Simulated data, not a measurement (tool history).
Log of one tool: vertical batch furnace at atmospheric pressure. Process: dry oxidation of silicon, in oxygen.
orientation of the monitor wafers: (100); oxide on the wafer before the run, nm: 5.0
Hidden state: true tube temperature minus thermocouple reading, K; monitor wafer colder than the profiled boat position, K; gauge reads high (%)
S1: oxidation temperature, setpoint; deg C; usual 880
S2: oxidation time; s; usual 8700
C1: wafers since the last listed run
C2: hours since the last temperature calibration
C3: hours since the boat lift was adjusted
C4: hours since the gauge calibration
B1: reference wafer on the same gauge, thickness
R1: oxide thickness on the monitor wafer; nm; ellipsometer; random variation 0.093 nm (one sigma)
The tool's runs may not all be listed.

run,hour,S1,S2,C1,C2,C3,C4,B1,R1
1,0.0,880,8700,0,1998.5,4486.3,642.5,26.89,28.74
2,87.7,880,8700,536,2086.2,4574.0,730.2,26.88,28.66
3,133.1,880,8700,277,2131.6,4619.4,775.6,26.93,28.69
4,386.4,880,8700,1549,2384.9,4872.7,1028.9,26.89,28.66
5,464.7,880,8700,479,2463.2,4951.0,1107.2,26.90,28.63
6,548.8,880,8700,514,2547.3,5035.1,1191.3,26.89,28.74
7,653.3,867,8700,639,2651.8,5139.6,1295.8,26.92,25.33
# hour 704.4: gauge calibrated
8,733.0,867,8700,487,2731.5,5219.3,28.6,26.89,25.24
# hour 769.8: boat lift adjusted
9,806.4,880,8700,302,2804.9,36.6,102.0,26.88,28.90
10,846.9,889,9810,247,2845.4,77.1,142.5,26.89,33.87
11,936.3,889,9810,546,2934.8,166.5,231.9,26.91,33.99
# hour 993.1: thermocouples replaced and temperature profile calibrated
12,1016.4,903,5130,343,23.3,246.6,312.0,26.88,24.87
13,1084.7,897,9900,417,91.6,314.9,380.3,26.87,35.70
14,1155.5,899,7260,433,162.4,385.7,451.1,26.92,29.92
15,1229.1,863,10500,450,236.0,459.3,524.7,26.91,26.40
16,1322.4,895,7080,570,329.3,552.6,618.0,26.89,28.61
17,1399.8,880,6060,473,406.7,630.0,695.4,26.90,22.52

Forecast each of these 5 alternatives for the next run:
A,1406.3,880,10710,39,413.2,636.5,701.9,?,?
B,1406.3,887,9810,39,413.2,636.5,701.9,?,?
C,1406.3,903,8700,39,413.2,636.5,701.9,?,?
D,1406.3,890,7350,39,413.2,636.5,701.9,?,?
E,1406.3,865,4830,39,413.2,636.5,701.9,?,?

run,B1,R1
A,26.90,32.00
B,26.90,32.48
C,26.90,35.32
D,26.90,27.88
E,26.90,17.24
Without the tool's hidden state the same runs would have given:
run,R1
A,31.18
B,31.66
C,34.43
D,27.21
E,16.85
